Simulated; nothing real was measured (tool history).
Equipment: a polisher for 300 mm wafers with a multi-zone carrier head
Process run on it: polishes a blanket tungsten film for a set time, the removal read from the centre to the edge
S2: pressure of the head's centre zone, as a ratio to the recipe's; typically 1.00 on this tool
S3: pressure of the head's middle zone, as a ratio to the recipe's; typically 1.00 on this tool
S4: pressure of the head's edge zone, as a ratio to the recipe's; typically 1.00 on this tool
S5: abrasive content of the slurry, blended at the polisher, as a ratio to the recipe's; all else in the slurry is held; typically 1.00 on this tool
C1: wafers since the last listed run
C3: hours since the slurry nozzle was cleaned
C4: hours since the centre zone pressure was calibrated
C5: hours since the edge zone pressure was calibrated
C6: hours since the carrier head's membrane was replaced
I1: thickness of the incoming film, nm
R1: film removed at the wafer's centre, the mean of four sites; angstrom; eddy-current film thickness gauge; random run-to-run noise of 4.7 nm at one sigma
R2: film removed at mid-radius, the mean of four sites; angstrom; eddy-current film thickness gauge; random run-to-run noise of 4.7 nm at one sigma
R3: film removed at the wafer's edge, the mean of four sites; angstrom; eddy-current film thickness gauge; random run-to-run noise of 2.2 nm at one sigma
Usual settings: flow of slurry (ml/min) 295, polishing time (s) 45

{"run": 1, "day": 0.0, "flow of slurry (ml/min)": 295, "S2": 0.96, "S3": 1.0, "S4": 1.0, "S5": 1.0, "polishing time (s)": 45, "C1": 0, "wafers polished on this pad": 119, "C3": 896.6, "C4": 431.9, "C5": 14.4, "C6": 16.1, "I1": 1269.1, "R1": 2880, "R2": 3225, "R3": 3211}
{"run": 2, "day": 0.733, "flow of slurry (ml/min)": 295, "S2": 1.0, "S3": 1.0, "S4": 1.0, "S5": 1.0, "polishing time (s)": 45, "C1": 261, "wafers polished on this pad": 381, "C3": 914.2, "C4": 449.5, "C5": 32.0, "C6": 33.7, "I1": 1297.8, "R1": 3014, "R2": 3135, "R3": 3213}
{"run": 3, "day": 1.429, "flow of slurry (ml/min)": 295, "S2": 1.0, "S3": 1.0, "S4": 1.0, "S5": 1.0, "polishing time (s)": 45, "C1": 247, "wafers polished on this pad": 629, "C3": 930.9, "C4": 466.2, "C5": 48.7, "C6": 50.4, "I1": 1300.0, "R1": 3111, "R2": 3268, "R3": 3210}
{"day": 1.512, "done": "slurry nozzle cleaned"}
{"run": 4, "day": 1.758, "flow of slurry (ml/min)": 295, "S2": 1.0, "S3": 1.0, "S4": 1.0, "S5": 1.0, "polishing time (s)": 41, "C1": 102, "wafers polished on this pad": 731, "C3": 5.9, "C4": 474.1, "C5": 56.6, "C6": 58.3, "I1": 1289.4, "R1": 2867, "R2": 3053, "R3": 2964}
{"run": 5, "day": 2.412, "flow of slurry (ml/min)": 295, "S2": 1.04, "S3": 1.0, "S4": 1.0, "S5": 1.0, "polishing time (s)": 45, "C1": 233, "wafers polished on this pad": 964, "C3": 21.6, "C4": 489.8, "C5": 72.3, "C6": 74.0, "I1": 1301.5, "R1": 3125, "R2": 3136, "R3": 3233}
{"run": 6, "day": 3.117, "flow of slurry (ml/min)": 295, "S2": 1.0, "S3": 1.0, "S4": 1.09, "S5": 1.0, "polishing time (s)": 45, "C1": 250, "wafers polished on this pad": 1215, "C3": 38.5, "C4": 506.7, "C5": 89.2, "C6": 90.9, "I1": 1291.0, "R1": 3079, "R2": 3277, "R3": 3412}
{"day": 3.338, "done": "centre zone pressure recalibrated"}
{"run": 7, "day": 3.554, "flow of slurry (ml/min)": 220, "S2": 0.97, "S3": 0.89, "S4": 1.0, "S5": 1.0, "polishing time (s)": 45, "C1": 126, "wafers polished on this pad": 1341, "C3": 49.0, "C4": 5.2, "C5": 99.7, "C6": 101.4, "I1": 1269.7, "R1": 3099, "R2": 2834, "R3": 3155}
{"day": 4.017, "done": "worn pad replaced by a new one"}
{"run": 8, "day": 4.438, "flow of slurry (ml/min)": 295, "S2": 1.05, "S3": 1.1, "S4": 1.0, "S5": 0.75, "polishing time (s)": 45, "C1": 255, "wafers polished on this pad": 149, "C3": 70.2, "C4": 26.4, "C5": 120.9, "C6": 122.6, "I1": 1263.9, "R1": 3210, "R2": 3107, "R3": 2919}
{"run": 9, "day": 5.125, "flow of slurry (ml/min)": 190, "S2": 1.0, "S3": 0.89, "S4": 1.0, "S5": 1.0, "polishing time (s)": 57, "C1": 244, "wafers polished on this pad": 394, "C3": 86.7, "C4": 42.9, "C5": 137.4, "C6": 139.1, "I1": 1263.1, "R1": 4079, "R2": 3509, "R3": 3912}
{"run": 10, "day": 5.521, "flow of slurry (ml/min)": 295, "S2": 1.0, "S3": 1.0, "S4": 1.0, "S5": 1.0, "polishing time (s)": 45, "C1": 141, "wafers polished on this pad": 535, "C3": 96.2, "C4": 52.4, "C5": 146.9, "C6": 148.6, "I1": 1271.7, "R1": 3444, "R2": 3263, "R3": 3224}

Estimate the outcome of run 11 from the log above:
{"run": 11, "day": 7.546, "flow of slurry (ml/min)": 295, "S2": 1.0, "S3": 1.0, "S4": 1.0, "S5": 1.0, "polishing time (s)": 45, "C1": 721, "wafers polished on this pad": 1257, "C3": 144.8, "C4": 101.0, "C5": 195.5, "C6": 197.2, "I1": 1299.8, "R1": "?", "R2": "?", "R3": "?"}

Run 11 gave R1 3247 angstrom, R2 3272 angstrom, R3 3225 angstrom.
On a tool with no hidden condition, and with the same random variation, this run would have come out at R1 3271 angstrom, R2 3272 angstrom, R3 3225 angstrom.

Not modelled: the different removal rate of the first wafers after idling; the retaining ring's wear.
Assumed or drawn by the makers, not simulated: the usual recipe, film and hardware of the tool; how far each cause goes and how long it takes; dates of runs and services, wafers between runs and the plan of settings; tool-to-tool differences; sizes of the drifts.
